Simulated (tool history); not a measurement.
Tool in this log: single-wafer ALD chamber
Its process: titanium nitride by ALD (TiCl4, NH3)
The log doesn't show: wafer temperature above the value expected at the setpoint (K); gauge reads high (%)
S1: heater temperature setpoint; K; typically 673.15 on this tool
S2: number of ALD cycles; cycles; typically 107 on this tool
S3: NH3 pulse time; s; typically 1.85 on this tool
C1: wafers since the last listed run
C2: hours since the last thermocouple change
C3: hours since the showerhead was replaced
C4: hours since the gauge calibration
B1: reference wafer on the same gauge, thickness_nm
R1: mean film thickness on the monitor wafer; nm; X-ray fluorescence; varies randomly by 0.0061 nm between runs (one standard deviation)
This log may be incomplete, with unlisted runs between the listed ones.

{"run": 1, "hour": 0.0, "S1": 673.15, "S2": 107, "S3": 1.85, "C1": 0, "C2": 1893.2, "C3": 5182.3, "C4": 494.6, "B1": 2.569, "R1": 2.439}
{"run": 2, "hour": 41.5, "S1": 673.15, "S2": 92, "S3": 1.85, "C1": 102, "C2": 1934.7, "C3": 5223.8, "C4": 536.1, "B1": 2.569, "R1": 2.105}
{"run": 3, "hour": 107.0, "S1": 673.15, "S2": 92, "S3": 1.85, "C1": 161, "C2": 2000.2, "C3": 5289.3, "C4": 601.6, "B1": 2.572, "R1": 2.095}
{"run": 4, "hour": 146.2, "S1": 673.15, "S2": 92, "S3": 1.85, "C1": 96, "C2": 2039.4, "C3": 5328.5, "C4": 640.8, "B1": 2.572, "R1": 2.108}
{"run": 5, "hour": 176.6, "S1": 673.15, "S2": 91, "S3": 1.85, "C1": 75, "C2": 2069.8, "C3": 5358.9, "C4": 671.2, "B1": 2.57, "R1": 2.078}
{"run": 6, "hour": 248.2, "S1": 673.15, "S2": 102, "S3": 1.85, "C1": 176, "C2": 2141.4, "C3": 5430.5, "C4": 742.8, "B1": 2.569, "R1": 2.342}
{"run": 7, "hour": 392.5, "S1": 673.15, "S2": 102, "S3": 1.85, "C1": 356, "C2": 2285.7, "C3": 5574.8, "C4": 887.1, "B1": 2.571, "R1": 2.325}
{"run": 8, "hour": 424.7, "S1": 673.15, "S2": 102, "S3": 1.85, "C1": 79, "C2": 2317.9, "C3": 5607.0, "C4": 919.3, "B1": 2.569, "R1": 2.326}
{"run": 9, "hour": 474.9, "S1": 673.15, "S2": 107, "S3": 1.85, "C1": 123, "C2": 2368.1, "C3": 5657.2, "C4": 969.5, "B1": 2.569, "R1": 2.451}
{"run": 10, "hour": 499.3, "S1": 673.15, "S2": 107, "S3": 1.85, "C1": 60, "C2": 2392.5, "C3": 5681.6, "C4": 993.9, "B1": 2.57, "R1": 2.438}
{"run": 11, "hour": 541.2, "S1": 673.15, "S2": 107, "S3": 1.85, "C1": 103, "C2": 2434.4, "C3": 5723.5, "C4": 1035.8, "B1": 2.569, "R1": 2.452}
{"run": 12, "hour": 607.8, "S1": 673.15, "S2": 107, "S3": 1.85, "C1": 164, "C2": 2501.0, "C3": 5790.1, "C4": 1102.4, "B1": 2.57, "R1": 2.438}
{"run": 13, "hour": 670.9, "S1": 673.15, "S2": 107, "S3": 1.85, "C1": 155, "C2": 2564.1, "C3": 5853.2, "C4": 1165.5, "B1": 2.567, "R1": 2.447}
{"run": 14, "hour": 738.8, "S1": 673.15, "S2": 107, "S3": 1.85, "C1": 167, "C2": 2632.0, "C3": 5921.1, "C4": 1233.4, "B1": 2.571, "R1": 2.445}
{"run": 15, "hour": 807.4, "S1": 673.15, "S2": 107, "S3": 1.85, "C1": 169, "C2": 2700.6, "C3": 5989.7, "C4": 1302.0, "B1": 2.573, "R1": 2.444}
{"hour": 856.8, "done": "thermocouple changed; heater temperature recalibrated"}
{"run": 16, "hour": 871.6, "S1": 673.15, "S2": 107, "S3": 1.85, "C1": 138, "C2": 14.8, "C3": 6053.9, "C4": 1366.2, "B1": 2.569, "R1": 2.443}
{"run": 17, "hour": 918.7, "S1": 673.15, "S2": 107, "S3": 1.85, "C1": 116, "C2": 61.9, "C3": 6101.0, "C4": 1413.3, "B1": 2.568, "R1": 2.445}
{"run": 18, "hour": 988.2, "S1": 673.15, "S2": 107, "S3": 1.85, "C1": 171, "C2": 131.4, "C3": 6170.5, "C4": 1482.8, "B1": 2.57, "R1": 2.443}
{"hour": 1011.0, "done": "gauge calibrated"}
{"run": 19, "hour": 1027.0, "S1": 673.15, "S2": 107, "S3": 1.85, "C1": 95, "C2": 170.2, "C3": 6209.3, "C4": 16.0, "B1": 2.574, "R1": 2.448}
{"run": 20, "hour": 1084.7, "S1": 673.15, "S2": 107, "S3": 1.13, "C1": 142, "C2": 227.9, "C3": 6267.0, "C4": 73.7, "B1": 2.572, "R1": 2.382}
{"run": 21, "hour": 1111.0, "S1": 673.15, "S2": 107, "S3": 1.85, "C1": 64, "C2": 254.2, "C3": 6293.3, "C4": 100.0, "B1": 2.572, "R1": 2.447}
{"run": 22, "hour": 1180.6, "S1": 659.15, "S2": 123, "S3": 1.49, "C1": 171, "C2": 323.8, "C3": 6362.9, "C4": 169.6, "B1": 2.568, "R1": 2.747}
{"run": 23, "hour": 1231.7, "S1": 673.15, "S2": 107, "S3": 1.85, "C1": 126, "C2": 374.9, "C3": 6414.0, "C4": 220.7, "B1": 2.57, "R1": 2.436}
{"run": 24, "hour": 1269.7, "S1": 673.15, "S2": 87, "S3": 2.48, "C1": 93, "C2": 412.9, "C3": 6452.0, "C4": 258.7, "B1": 2.572, "R1": 2.0}
{"run": 25, "hour": 1340.7, "S1": 673.15, "S2": 107, "S3": 1.66, "C1": 175, "C2": 483.9, "C3": 6523.0, "C4": 329.7, "B1": 2.572, "R1": 2.434}
{"run": 26, "hour": 1380.2, "S1": 685.15, "S2": 107, "S3": 1.85, "C1": 97, "C2": 523.4, "C3": 6562.5, "C4": 369.2, "B1": 2.57, "R1": 2.457}
{"run": 27, "hour": 1424.5, "S1": 673.15, "S2": 107, "S3": 1.85, "C1": 109, "C2": 567.7, "C3": 6606.8, "C4": 413.5, "B1": 2.569, "R1": 2.446}
{"hour": 1457.6, "done": "showerhead replaced"}
{"run": 28, "hour": 1475.1, "S1": 673.15, "S2": 98, "S3": 1.37, "C1": 105, "C2": 618.3, "C3": 17.5, "C4": 464.1, "B1": 2.569, "R1": 2.207}
{"run": 29, "hour": 1541.6, "S1": 673.15, "S2": 107, "S3": 2.29, "C1": 164, "C2": 684.8, "C3": 84.0, "C4": 530.6, "B1": 2.572, "R1": 2.467}
{"run": 30, "hour": 1586.2, "S1": 673.15, "S2": 98, "S3": 2.21, "C1": 110, "C2": 729.4, "C3": 128.6, "C4": 575.2, "B1": 2.571, "R1": 2.258}
{"run": 31, "hour": 1689.4, "S1": 673.15, "S2": 107, "S3": 1.85, "C1": 254, "C2": 832.6, "C3": 231.8, "C4": 678.4, "B1": 2.573, "R1": 2.444}
{"run": 32, "hour": 1714.0, "S1": 673.15, "S2": 107, "S3": 1.14, "C1": 60, "C2": 857.2, "C3": 256.4, "C4": 703.0, "B1": 2.568, "R1": 2.404}
{"run": 33, "hour": 1755.2, "S1": 685.15, "S2": 102, "S3": 2.07, "C1": 101, "C2": 898.4, "C3": 297.6, "C4": 744.2, "B1": 2.571, "R1": 2.353}
{"run": 34, "hour": 1804.0, "S1": 673.15, "S2": 121, "S3": 2.56, "C1": 120, "C2": 947.2, "C3": 346.4, "C4": 793.0, "B1": 2.569, "R1": 2.785}
{"run": 35, "hour": 1989.0, "S1": 673.15, "S2": 107, "S3": 1.85, "C1": 456, "C2": 1132.2, "C3": 531.4, "C4": 978.0, "B1": 2.569, "R1": 2.432}
{"run": 36, "hour": 2050.9, "S1": 663.15, "S2": 101, "S3": 1.85, "C1": 152, "C2": 1194.1, "C3": 593.3, "C4": 1039.9, "B1": 2.572, "R1": 2.283}
{"run": 37, "hour": 2113.3, "S1": 673.15, "S2": 123, "S3": 1.85, "C1": 154, "C2": 1256.5, "C3": 655.7, "C4": 1102.3, "B1": 2.571, "R1": 2.811}
{"run": 38, "hour": 2166.2, "S1": 673.15, "S2": 107, "S3": 1.85, "C1": 130, "C2": 1309.4, "C3": 708.6, "C4": 1155.2, "B1": 2.57, "R1": 2.447}

4 ways to go on from here, each from the tool as it stands after run 38. What would each give?
{"run": "A", "hour": 2166.8, "S1": 673.15, "S2": 97, "S3": 1.85, "C1": 1, "C2": 1310.0, "C3": 709.2, "C4": 1155.8, "B1": "?", "R1": "?"}
{"run": "B", "hour": 2166.8, "S1": 658.15, "S2": 107, "S3": 1.85, "C1": 1, "C2": 1310.0, "C3": 709.2, "C4": 1155.8, "B1": "?", "R1": "?"}
{"run": "C", "hour": 2166.8, "S1": 683.15, "S2": 107, "S3": 1.36, "C1": 1, "C2": 1310.0, "C3": 709.2, "C4": 1155.8, "B1": "?", "R1": "?"}
{"run": "D", "hour": 2166.8, "S1": 673.15, "S2": 122, "S3": 1.85, "C1": 1, "C2": 1310.0, "C3": 709.2, "C4": 1155.8, "B1": "?", "R1": "?"}

run=A B1=2.572 R1=2.216
run=B B1=2.572 R1=2.411
run=C B1=2.572 R1=2.427
run=D B1=2.572 R1=2.787
Had the tool no hidden state, the same runs would have come out as:
run=A R1=2.216
run=B R1=2.411
run=C R1=2.427
run=D R1=2.787
